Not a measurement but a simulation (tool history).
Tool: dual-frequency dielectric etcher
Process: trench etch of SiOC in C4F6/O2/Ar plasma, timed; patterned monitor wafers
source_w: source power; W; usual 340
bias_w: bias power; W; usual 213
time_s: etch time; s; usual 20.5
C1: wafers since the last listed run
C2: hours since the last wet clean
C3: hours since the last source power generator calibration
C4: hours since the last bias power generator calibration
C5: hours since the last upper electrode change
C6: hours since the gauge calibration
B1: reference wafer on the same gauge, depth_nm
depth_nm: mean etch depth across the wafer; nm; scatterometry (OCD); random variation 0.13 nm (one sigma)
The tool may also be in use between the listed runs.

Run 1, hour 0.0: usual settings but bias_w 233 W; C1 0; C2 129.3; C3 2554.1; C4 3316.2; C5 4109.3; C6 168.9; B1 38.54. Result: depth_nm 42.47 nm.
Run 2, hour 13.7: usual settings; C1 183; C2 143.0; C3 2567.8; C4 3329.9; C5 4123.0; C6 182.6; B1 38.46. Result: depth_nm 40.92 nm.
Run 3, hour 47.4: usual settings; C1 452; C2 176.7; C3 2601.5; C4 3363.6; C5 4156.7; C6 216.3; B1 38.55. Result: depth_nm 41.11 nm.
Run 4, hour 61.2: usual settings but bias_w 186 W; C1 185; C2 190.5; C3 2615.3; C4 3377.4; C5 4170.5; C6 230.1; B1 38.54. Result: depth_nm 38.73 nm.
Run 5, hour 93.3: usual settings; C1 430; C2 222.6; C3 2647.4; C4 3409.5; C5 4202.6; C6 262.2; B1 38.51. Result: depth_nm 41.22 nm.
Run 6, hour 107.5: usual settings; C1 190; C2 236.8; C3 2661.6; C4 3423.7; C5 4216.8; C6 276.4; B1 38.46. Result: depth_nm 41.37 nm.
Run 7, hour 143.4: usual settings but source_w 360 W, bias_w 201 W; C1 481; C2 272.7; C3 2697.5; C4 3459.6; C5 4252.7; C6 312.3; B1 38.50. Result: depth_nm 40.96 nm.
Run 8, hour 166.4: usual settings; C1 308; C2 295.7; C3 2720.5; C4 3482.6; C5 4275.7; C6 335.3; B1 38.51. Result: depth_nm 41.66 nm.
Run 9, hour 195.2: usual settings; C1 386; C2 324.5; C3 2749.3; C4 3511.4; C5 4304.5; C6 364.1; B1 38.50. Result: depth_nm 41.54 nm.
Run 10, hour 223.3: usual settings but source_w 400 W, time_s 22.0 s; C1 376; C2 352.6; C3 2777.4; C4 3539.5; C5 4332.6; C6 392.2; B1 38.56. Result: depth_nm 47.07 nm.
At hour 230.8: source power generator calibrated.
At hour 251.3: upper electrode replaced.
Run 11, hour 251.8: usual settings but source_w 400 W, time_s 22.0 s; C1 54; C2 381.1; C3 21.0; C4 3568.0; C5 0.5; C6 420.7; B1 38.54. Result: depth_nm 47.17 nm.
Run 12, hour 254.5: usual settings but source_w 300 W; C1 36; C2 383.8; C3 23.7; C4 3570.7; C5 3.2; C6 423.4; B1 38.45. Result: depth_nm 40.34 nm.
At hour 262.8: bias power generator calibrated.
Run 13, hour 269.0: usual settings but bias_w 259 W, time_s 16.5 s; C1 140; C2 398.3; C3 38.2; C4 6.2; C5 17.7; C6 437.9; B1 38.52. Result: depth_nm 36.88 nm.
At hour 296.3: wet clean of the chamber.
Run 14, hour 299.5: usual settings but bias_w 165 W; C1 87; C2 3.2; C3 68.7; C4 36.7; C5 48.2; C6 468.4; B1 38.55. Result: depth_nm 35.80 nm.
At hour 305.4: gauge calibrated.
Run 15, hour 346.3: usual settings but source_w 380 W, bias_w 230 W, time_s 18.5 s; C1 627; C2 50.0; C3 115.5; C4 83.5; C5 95.0; C6 40.9; B1 38.50. Result: depth_nm 39.10 nm.
Run 16, hour 366.4: usual settings but source_w 280 W, bias_w 250 W, time_s 23.0 s; C1 269; C2 70.1; C3 135.6; C4 103.6; C5 115.1; C6 61.0; B1 38.49. Result: depth_nm 46.06 nm.
Run 17, hour 388.9: usual settings; C1 301; C2 92.6; C3 158.1; C4 126.1; C5 137.6; C6 83.5; B1 38.50. Result: depth_nm 40.67 nm.
Run 18, hour 413.8: usual settings; C1 334; C2 117.5; C3 183.0; C4 151.0; C5 162.5; C6 108.4; B1 38.46. Result: depth_nm 40.68 nm.
Run 19, hour 438.9: usual settings; C1 336; C2 142.6; C3 208.1; C4 176.1; C5 187.6; C6 133.5; B1 38.56. Result: depth_nm 40.93 nm.
Run 20, hour 474.6: usual settings; C1 478; C2 178.3; C3 243.8; C4 211.8; C5 223.3; C6 169.2; B1 38.44. Result: depth_nm 41.14 nm.
Run 21, hour 502.7: usual settings but source_w 260 W; C1 376; C2 206.4; C3 271.9; C4 239.9; C5 251.4; C6 197.3; B1 38.50. Result: depth_nm 38.30 nm.
Run 22, hour 521.6: usual settings but source_w 400 W, time_s 24.0 s; C1 253; C2 225.3; C3 290.8; C4 258.8; C5 270.3; C6 216.2; B1 38.50. Result: depth_nm 50.46 nm.
Run 23, hour 535.3: usual settings but source_w 310 W, bias_w 240 W, time_s 24.0 s; C1 183; C2 239.0; C3 304.5; C4 272.5; C5 284.0; C6 229.9; B1 38.53. Result: depth_nm 49.73 nm.

Forecast each of these 5 alternatives for the next run:
Run A, hour 535.7: usual settings but time_s 23.5 s; C1 5; C2 239.4; C3 304.9; C4 272.9; C5 284.4; C6 230.3; B1 ?. Result: depth_nm ?.
Run B, hour 535.7: usual settings but bias_w 164 W, time_s 23.5 s; C1 5; C2 239.4; C3 304.9; C4 272.9; C5 284.4; C6 230.3; B1 ?. Result: depth_nm ?.
Run C, hour 535.7: usual settings but bias_w 253 W; C1 5; C2 239.4; C3 304.9; C4 272.9; C5 284.4; C6 230.3; B1 ?. Result: depth_nm ?.
Run D, hour 535.7: usual settings but source_w 370 W, bias_w 254 W, time_s 24.0 s; C1 5; C2 239.4; C3 304.9; C4 272.9; C5 284.4; C6 230.3; B1 ?. Result: depth_nm ?.
Run E, hour 535.7: usual settings but time_s 25.5 s; C1 5; C2 239.4; C3 304.9; C4 272.9; C5 284.4; C6 230.3; B1 ?. Result: depth_nm ?.

run     B1  depth_nm
  A  38.50     47.50
  B  38.50     42.26
  C  38.50     44.69
  D  38.50     53.76
  E  38.50     51.54
Without the tool's hidden state the same runs would have given:
run  depth_nm
  A     46.35
  B     41.24
  C     43.60
  D     52.45
  E     50.29

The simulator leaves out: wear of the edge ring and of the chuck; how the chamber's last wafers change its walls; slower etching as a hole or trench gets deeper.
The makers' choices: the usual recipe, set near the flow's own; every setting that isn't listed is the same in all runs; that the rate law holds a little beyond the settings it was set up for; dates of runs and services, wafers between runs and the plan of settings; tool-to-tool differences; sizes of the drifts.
